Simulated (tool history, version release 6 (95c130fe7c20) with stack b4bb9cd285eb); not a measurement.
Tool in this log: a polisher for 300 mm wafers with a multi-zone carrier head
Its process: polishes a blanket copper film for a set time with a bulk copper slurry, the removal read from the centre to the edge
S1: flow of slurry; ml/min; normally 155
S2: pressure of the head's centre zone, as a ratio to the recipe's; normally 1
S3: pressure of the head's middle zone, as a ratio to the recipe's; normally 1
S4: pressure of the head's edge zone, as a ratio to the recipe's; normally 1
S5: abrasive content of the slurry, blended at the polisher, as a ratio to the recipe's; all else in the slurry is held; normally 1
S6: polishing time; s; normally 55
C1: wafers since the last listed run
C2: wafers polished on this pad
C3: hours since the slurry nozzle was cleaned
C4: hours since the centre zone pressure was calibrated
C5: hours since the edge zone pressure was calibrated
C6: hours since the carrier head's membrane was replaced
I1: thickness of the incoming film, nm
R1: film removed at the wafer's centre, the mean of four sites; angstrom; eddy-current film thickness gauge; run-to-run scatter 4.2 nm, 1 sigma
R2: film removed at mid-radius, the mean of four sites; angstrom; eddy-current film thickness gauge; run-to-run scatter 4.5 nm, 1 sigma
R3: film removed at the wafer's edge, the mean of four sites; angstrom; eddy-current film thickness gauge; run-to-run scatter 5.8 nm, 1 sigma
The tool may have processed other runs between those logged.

run   hour   S1    S2    S3    S4  S5  S6  C1   C2     C3     C4      C5      C6      I1    R1    R2    R3
  1      0  155     1     1     1   1  55   0  322  186.8  492.8  1345.1  1760.7  3693.7  3861  4477  4349
  2   11.8  155     1     1     1   1  55  67  390  198.6  504.6  1356.9  1772.5  3670.6  3941  4445  4498
  3   28.8  155     1     1     1   1  55  97  487  215.6  521.6  1373.9  1789.5  3682.9  3910  4547  4409
  4   38.1  155     1     1     1   1  55  53  540  224.9  530.9  1383.2  1798.8  3602.7  3871  4438  4481
  5   54.7  155     1     1     1   1  55  94  635  241.5  547.5  1399.8  1815.4  3592.5  3917  4434  4491
  6   61.2  155     1     1     1   1  55  37  672    248    554  1406.3  1821.9  3601.7  3902  4468  4545
  7     69  155     1  0.91     1   1  63  44  717  255.8  561.8  1414.1  1829.7    3655  4438  4796  5102
      82.9  -- edge zone pressure recalibrated
  8   83.4  155  0.96     1     1   1  55  70  788  270.2  576.2     0.5  1844.1  3690.2  3701  4528  4433
      97.6  -- carrier head's membrane replaced by a new one
  9   98.1  155     1     1     1   1  47  55  843  284.9  590.9    15.2     0.5  3628.4  3307  3921  3864
     101.3  -- centre zone pressure recalibrated
 10  107.9  155     1     1  1.03   1  68  44  888  294.7    6.6      25    10.3  3715.6  5427  5564  5639

For run 11, what comes out?
 11  115.2  155   1   1   1   1  41  41  929  302  13.9  32.3  17.6  3577.4   ?   ?   ?

Run 11 came out at R1 3295 angstrom, R2 3347 angstrom, R3 3305 angstrom.
On a tool with no hidden condition, and with the same random variation, this run would have come out at R1 3318 angstrom, R2 3346 angstrom, R3 3305 angstrom.
